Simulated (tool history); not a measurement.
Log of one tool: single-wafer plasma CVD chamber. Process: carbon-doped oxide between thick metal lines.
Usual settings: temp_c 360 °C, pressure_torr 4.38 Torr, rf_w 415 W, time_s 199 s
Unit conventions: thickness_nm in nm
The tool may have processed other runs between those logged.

| run | hour | temp_c | pressure_torr | rf_w | time_s | wafers since the last listed run | hours since the last thermocouple change | hours since the last RF generator calibration | hours since the last manometer calibration | hours since the showerhead was replaced | hours since the gauge calibration | read-back reference wafer on the same gauge, thickness_nm | thickness_nm |
|---|---|---|---|---|---|---|---|---|---|---|---|---|---|
| 1 | 0 | 360 | 4.38 | 415 | 199 | 0 | 693.2 | 483.5 | 1978.4 | 4278.9 | 1929.7 | 1019.081 | 881.447 |
| 2 | 52.2 | 360 | 4.38 | 415 | 199 | 284 | 745.4 | 535.7 | 2030.6 | 4331.1 | 1981.9 | 1018.239 | 879.825 |
| 3 | 149.3 | 360 | 4.38 | 415 | 199 | 529 | 842.5 | 632.8 | 2127.7 | 4428.2 | 2079 | 1017.165 | 883.634 |
| 4 | 209 | 360 | 3.96 | 415 | 199 | 325 | 902.2 | 692.5 | 2187.4 | 4487.9 | 2138.7 | 1016.314 | 867.333 |
|  | 260.6 | showerhead replaced |
| 5 | 261.1 | 360 | 3.96 | 415 | 199 | 240 | 954.3 | 744.6 | 2239.5 | 0.5 | 2190.8 | 1014.891 | 862.579 |
| 6 | 366.7 | 360 | 3.96 | 415 | 199 | 576 | 1059.9 | 850.2 | 2345.1 | 106.1 | 2296.4 | 1014.327 | 864.874 |
| 7 | 473 | 360 | 4.79 | 415 | 199 | 579 | 1166.2 | 956.5 | 2451.4 | 212.4 | 2402.7 | 1012.043 | 898.248 |
| 8 | 521.9 | 360 | 4.79 | 415 | 199 | 266 | 1215.1 | 1005.4 | 2500.3 | 261.3 | 2451.6 | 1011.01 | 900.033 |
| 9 | 571.6 | 360 | 4.79 | 415 | 199 | 271 | 1264.8 | 1055.1 | 2550 | 311 | 2501.3 | 1011.91 | 891.831 |
|  | 626.8 | RF generator calibrated |
| 10 | 661.5 | 352 | 5.12 | 365 | 218 | 446 | 1354.7 | 34.7 | 2639.9 | 400.9 | 2591.2 | 1009.53 | 936.78 |
|  | 743.4 | capacitance manometer re-zeroed and calibrated |
| 11 | 747.6 | 360 | 4.38 | 415 | 199 | 426 | 1440.8 | 120.8 | 4.2 | 487 | 2677.3 | 1008.532 | 875.518 |
| 12 | 785.8 | 360 | 4.38 | 415 | 199 | 208 | 1479 | 159 | 42.4 | 525.2 | 2715.5 | 1007.825 | 878.935 |
|  | 871 | thermocouple changed; heater temperature recalibrated |
| 13 | 887.8 | 360 | 4.38 | 415 | 199 | 512 | 16.8 | 261 | 144.4 | 627.2 | 2817.5 | 1007.191 | 872.433 |
| 14 | 978.6 | 349 | 4.75 | 360 | 239 | 495 | 107.6 | 351.8 | 235.2 | 718 | 2908.3 | 1006.266 | 1002.24 |
| 15 | 1065.9 | 360 | 3.99 | 415 | 199 | 476 | 194.9 | 439.1 | 322.5 | 805.3 | 2995.6 | 1004.209 | 852.867 |
| 16 | 1106.9 | 352 | 5.12 | 365 | 218 | 223 | 235.9 | 480.1 | 363.5 | 846.3 | 3036.6 | 1003.138 | 926.099 |
| 17 | 1187 | 349 | 4.75 | 360 | 239 | 437 | 316 | 560.2 | 443.6 | 926.4 | 3116.7 | 1003.937 | 1003.417 |
| 18 | 1290.4 | 370 | 3.96 | 415 | 175 | 564 | 419.4 | 663.6 | 547 | 1029.8 | 3220.1 | 1001.285 | 731.192 |
| 19 | 1361.3 | 360 | 5.4 | 350 | 199 | 386 | 490.3 | 734.5 | 617.9 | 1100.7 | 3291 | 1000.597 | 810.182 |
|  | 1479.3 | gauge calibrated |
| 20 | 1531.5 | 346 | 3.91 | 415 | 199 | 928 | 660.5 | 904.7 | 788.1 | 1270.9 | 52.2 | 1052.273 | 921.132 |
| 21 | 1592.5 | 360 | 3.42 | 415 | 199 | 332 | 721.5 | 965.7 | 849.1 | 1331.9 | 113.2 | 1050.388 | 868.398 |
| 22 | 1644.3 | 349 | 3.65 | 460 | 237 | 282 | 773.3 | 1017.5 | 900.9 | 1383.7 | 165 | 1050.842 | 1136.803 |
| 23 | 1696 | 360 | 4.38 | 415 | 171 | 282 | 825 | 1069.2 | 952.6 | 1435.4 | 216.7 | 1051.039 | 782.4 |
|  | 1762.3 | RF generator calibrated |
| 24 | 1770.4 | 360 | 3.51 | 485 | 199 | 362 | 899.4 | 8.1 | 1027 | 1509.8 | 291.1 | 1049.701 | 954.241 |
| 25 | 1864 | 360 | 4.38 | 470 | 173 | 510 | 993 | 101.7 | 1120.6 | 1603.4 | 384.7 | 1049.3 | 848.039 |
| 26 | 1952.8 | 368 | 4.38 | 375 | 199 | 484 | 1081.8 | 190.5 | 1209.4 | 1692.2 | 473.5 | 1046.624 | 840.828 |
| 27 | 2052.3 | 360 | 4.38 | 415 | 199 | 542 | 1181.3 | 290 | 1308.9 | 1791.7 | 573 | 1045.882 | 912.808 |
| 28 | 2090.2 | 370 | 4.38 | 415 | 169 | 206 | 1219.2 | 327.9 | 1346.8 | 1829.6 | 610.9 | 1043.893 | 750.119 |

4 options for the next run, each taken on its own from the tool as it stands now. Forecast them:
| A | 2090.7 | 360 | 4.38 | 415 | 199 | 2 | 1219.7 | 328.4 | 1347.3 | 1830.1 | 611.4 | ? | ? |
| B | 2090.7 | 373 | 4.38 | 415 | 199 | 2 | 1219.7 | 328.4 | 1347.3 | 1830.1 | 611.4 | ? | ? |
| C | 2090.7 | 360 | 3.51 | 415 | 199 | 2 | 1219.7 | 328.4 | 1347.3 | 1830.1 | 611.4 | ? | ? |
| D | 2090.7 | 364 | 4.38 | 415 | 199 | 2 | 1219.7 | 328.4 | 1347.3 | 1830.1 | 611.4 | ? | ? |

| run | read-back reference wafer on the same gauge, thickness_nm | thickness_nm |
|---|---|---|
| A | 1044.77 | 904.914 |
| B | 1044.77 | 877.623 |
| C | 1044.77 | 865.159 |
| D | 1044.77 | 896.121 |
With the hidden condition removed and each run's random variation left untouched, the same runs would have given:
| run | thickness_nm |
|---|---|
| A | 912.038 |
| B | 884.532 |
| C | 871.97 |
| D | 903.175 |

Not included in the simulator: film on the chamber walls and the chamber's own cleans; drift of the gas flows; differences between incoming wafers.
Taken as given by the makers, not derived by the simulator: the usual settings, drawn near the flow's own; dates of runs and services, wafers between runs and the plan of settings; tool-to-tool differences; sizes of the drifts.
